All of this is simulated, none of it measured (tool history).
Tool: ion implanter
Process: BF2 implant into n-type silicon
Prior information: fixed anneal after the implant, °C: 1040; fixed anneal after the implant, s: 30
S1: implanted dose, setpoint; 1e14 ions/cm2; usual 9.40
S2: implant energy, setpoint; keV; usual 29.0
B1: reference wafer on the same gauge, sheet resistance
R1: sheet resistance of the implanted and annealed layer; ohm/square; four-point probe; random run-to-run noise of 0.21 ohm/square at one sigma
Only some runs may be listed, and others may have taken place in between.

run,hour,S1,S2,B1,R1
1,0.0,9.40,29.0,123.91,142.45
2,15.3,9.40,29.0,123.98,142.47
3,28.9,9.40,29.0,124.05,142.91
4,40.5,7.47,26.0,124.08,174.16
5,53.5,7.47,26.0,123.97,174.43
6,61.3,9.40,29.0,124.02,143.04
7,68.4,9.40,29.0,123.97,143.12
8,78.4,9.40,29.0,124.01,143.13
9,87.7,9.40,29.0,124.00,143.09
10,95.3,9.40,29.0,124.01,142.90
11,110.5,10.35,33.0,123.99,130.46
12,122.0,10.35,33.0,123.99,130.25
13,132.3,10.35,33.0,124.02,130.65
14,140.6,9.40,35.5,123.99,139.20
15,153.6,9.40,35.5,124.10,138.76
16,165.8,9.40,29.0,124.02,143.78
# hour 182.0: Faraday cup replaced and dose calibrated
17,182.5,9.40,29.0,123.99,141.36
18,190.1,12.19,19.0,123.97,134.50
19,196.9,9.40,29.0,124.00,141.35

Expected results for the next run?
20,210.3,9.40,23.5,?,?

{"run 20": {"B1": 123.99, "R1": 147.71}}
Had the tool carried no hidden state, the very same run would have given R1 147.60 ohm/square.
